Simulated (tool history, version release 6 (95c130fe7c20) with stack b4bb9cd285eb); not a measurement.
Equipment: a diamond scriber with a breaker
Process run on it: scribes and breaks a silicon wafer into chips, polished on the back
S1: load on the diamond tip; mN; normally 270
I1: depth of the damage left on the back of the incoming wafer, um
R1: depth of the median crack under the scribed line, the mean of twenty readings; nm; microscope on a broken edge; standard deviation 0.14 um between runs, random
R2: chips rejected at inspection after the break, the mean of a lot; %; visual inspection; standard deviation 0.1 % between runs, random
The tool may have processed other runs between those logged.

run 1 hour=0 | S1=270 | I1=0.01 | R1=6980 R2=2.08
run 2 hour=69.7 | S1=270 | I1=0.03 | R1=6830 R2=2.05
run 3 hour=98.2 | S1=308 | I1=0.02 | R1=7610 R2=3.48
run 4 hour=166.5 | S1=308 | I1=0.02 | R1=7570 R2=3.33
run 5 hour=211.5 | S1=308 | I1=0.02 | R1=7720 R2=3.16
run 6 hour=281.8 | S1=270 | I1=0.04 | R1=6970 R2=2.38
run 7 hour=314.5 | S1=270 | I1=0.03 | R1=6910 R2=2.22
run 8 hour=380.4 | S1=270 | I1=0.02 | R1=7100 R2=2.11
run 9 hour=449.8 | S1=249 | I1=0.04 | R1=6840 R2=2.49
run 10 hour=485.7 | S1=249 | I1=0.03 | R1=7020 R2=2.64
run 11 hour=539.5 | S1=249 | I1=0.01 | R1=6780 R2=2.88
run 12 hour=611.8 | S1=310 | I1=0.03 | R1=7460 R2=3.45
run 13 hour=637.6 | S1=216 | I1=0.02 | R1=6040 R2=6.27
run 14 hour=683 | S1=270 | I1=0.04 | R1=7010 R2=2.04
run 15 hour=707.9 | S1=270 | I1=0.01 | R1=6970 R2=2.11
run 16 hour=756.1 | S1=270 | I1=0.05 | R1=7040 R2=2.19
run 17 hour=784.9 | S1=301 | I1=0.02 | R1=7400 R2=3.19
run 18 hour=823.4 | S1=306 | I1=0.04 | R1=7700 R2=3.45
run 19 hour=855.4 | S1=292 | I1=0.03 | R1=7410 R2=2.51
run 20 hour=901.8 | S1=321 | I1=0.04 | R1=7790 R2=4.44
run 21 hour=973 | S1=348 | I1=0.03 | R1=8060 R2=7.1
run 22 hour=1010.7 | S1=198 | I1=0.04 | R1=5870 R2=8.81
run 23 hour=1055.1 | S1=299 | I1=0.05 | R1=7210 R2=2.83
run 24 hour=1101.2 | S1=270 | I1=0.02 | R1=6970 R2=2.2
run 25 hour=1134.4 | S1=303 | I1=0.04 | R1=7680 R2=3.23
run 26 hour=1165.5 | S1=318 | I1=0.05 | R1=7800 R2=4.41
run 27 hour=1269.8 | S1=297 | I1=0.03 | R1=7600 R2=2.76
run 28 hour=1295 | S1=223 | I1=0.02 | R1=6380 R2=5.13
run 29 hour=1331.5 | S1=195 | I1=0.03 | R1=5940 R2=10.51
run 30 hour=1375.8 | S1=341 | I1=0.01 | R1=8000 R2=6.36
run 31 hour=1444.3 | S1=270 | I1=0.02 | R1=7000 R2=2.14
run 32 hour=1470.4 | S1=330 | I1=0.03 | R1=8080 R2=5.42
run 33 hour=1507.9 | S1=310 | I1=0.03 | R1=7650 R2=3.29
run 34 hour=1535.3 | S1=326 | I1=0.02 | R1=8270 R2=4.66
run 35 hour=1601 | S1=190 | I1=0.04 | R1=5810 R2=10.31

Between the runs listed above, the log contained 4 entries, not reproduced here. Where in the sequence does each belong, and how does what the log doesn't record of the tool's condition differ from the listed run before to the listed run after?
In the gap between runs 5 and 6: diamond tip replaced by a new one (hour 242.2)
  nothing in the hidden state changes from one run to the other
In the gap between runs 18 and 19: load on the tip recalibrated (hour 834)
  nothing in the hidden state changes from one run to the other
In the gap between runs 19 and 20: diamond tip replaced by a new one (hour 859.7)
  nothing in the hidden state changes from one run to the other
In the gap between runs 30 and 31: diamond tip replaced by a new one (hour 1415.5)
  nothing in the hidden state changes from one run to the other

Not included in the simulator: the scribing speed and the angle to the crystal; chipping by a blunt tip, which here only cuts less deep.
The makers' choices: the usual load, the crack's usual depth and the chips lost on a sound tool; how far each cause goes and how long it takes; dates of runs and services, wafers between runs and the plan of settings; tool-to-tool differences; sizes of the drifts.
